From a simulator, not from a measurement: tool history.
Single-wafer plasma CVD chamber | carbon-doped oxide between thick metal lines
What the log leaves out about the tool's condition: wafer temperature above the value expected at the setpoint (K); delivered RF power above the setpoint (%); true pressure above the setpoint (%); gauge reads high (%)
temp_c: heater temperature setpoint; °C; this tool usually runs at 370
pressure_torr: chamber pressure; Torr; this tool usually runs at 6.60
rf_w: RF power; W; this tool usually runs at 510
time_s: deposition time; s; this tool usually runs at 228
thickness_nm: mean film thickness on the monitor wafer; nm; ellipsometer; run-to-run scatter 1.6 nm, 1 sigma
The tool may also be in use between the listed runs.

run   hour  temp_c  pressure_torr  rf_w  time_s  wafers since the last listed run  hours since the last thermocouple change  hours since the last RF generator calibration  hours since the last manometer calibration  hours since the showerhead was replaced  hours since the gauge calibration  read-back reference wafer on the same gauge, thickness_nm  thickness_nm
  1    0.0     370           6.60   510     228                                 0                                    2153.0                                          963.9                                       915.6                                   4682.3                               31.9                                                   1040.045      1062.420
  2   14.6     370           6.60   510     228                                92                                    2167.6                                          978.5                                       930.2                                   4696.9                               46.5                                                   1039.998      1063.136
  3   24.0     380           6.60   510     262                                59                                    2177.0                                          987.9                                       939.6                                   4706.3                               55.9                                                   1039.946      1200.643
  4   34.5     380           6.60   510     262                                66                                    2187.5                                          998.4                                       950.1                                   4716.8                               66.4                                                   1040.151      1197.521
  5   50.5     380           6.60   510     262                               101                                    2203.5                                         1014.4                                       966.1                                   4732.8                               82.4                                                   1039.672      1199.720
  6   61.1     370           6.60   510     228                                67                                    2214.1                                         1025.0                                       976.7                                   4743.4                               93.0                                                   1040.052      1062.308
  7   72.4     370           6.60   510     228                                71                                    2225.4                                         1036.3                                       988.0                                   4754.7                              104.3                                                   1039.922      1061.113
  8   82.1     370           6.22   450     228                                61                                    2235.1                                         1046.0                                       997.7                                   4764.4                              114.0                                                   1039.921      1000.174
  9   96.5     370           5.38   475     251                                91                                    2249.5                                         1060.4                                      1012.1                                   4778.8                              128.4                                                   1040.134      1098.068
     112.1  -- gauge calibrated
     117.7  -- RF generator calibrated
 10  118.2     370           6.60   510     228                                86                                    2271.2                                            0.5                                      1033.8                                   4800.5                                6.1                                                   1039.966      1033.389
 11  118.5     370           6.60   510     228                                 1                                    2271.5                                            0.8                                      1034.1                                   4800.8                                6.4                                                   1040.350      1038.066

The next listed run, before its measurement:
     130.1  -- thermocouple changed; heater temperature recalibrated
     154.5  -- RF generator calibrated, repeated, since the last time left the tool worse
     157.2  -- capacitance manometer re-zeroed and calibrated
     163.5  -- showerhead replaced
 12  164.0     370           7.90   510     216                               129                                      33.9                                            9.5                                         6.8                                      0.5                               51.9                                                          ?             ?

read-back reference wafer on the same gauge, thickness_nm: 1039.493
thickness_nm: 1037.691 nm
With no hidden state in the tool, this same run would have given thickness_nm 1039.387 nm.
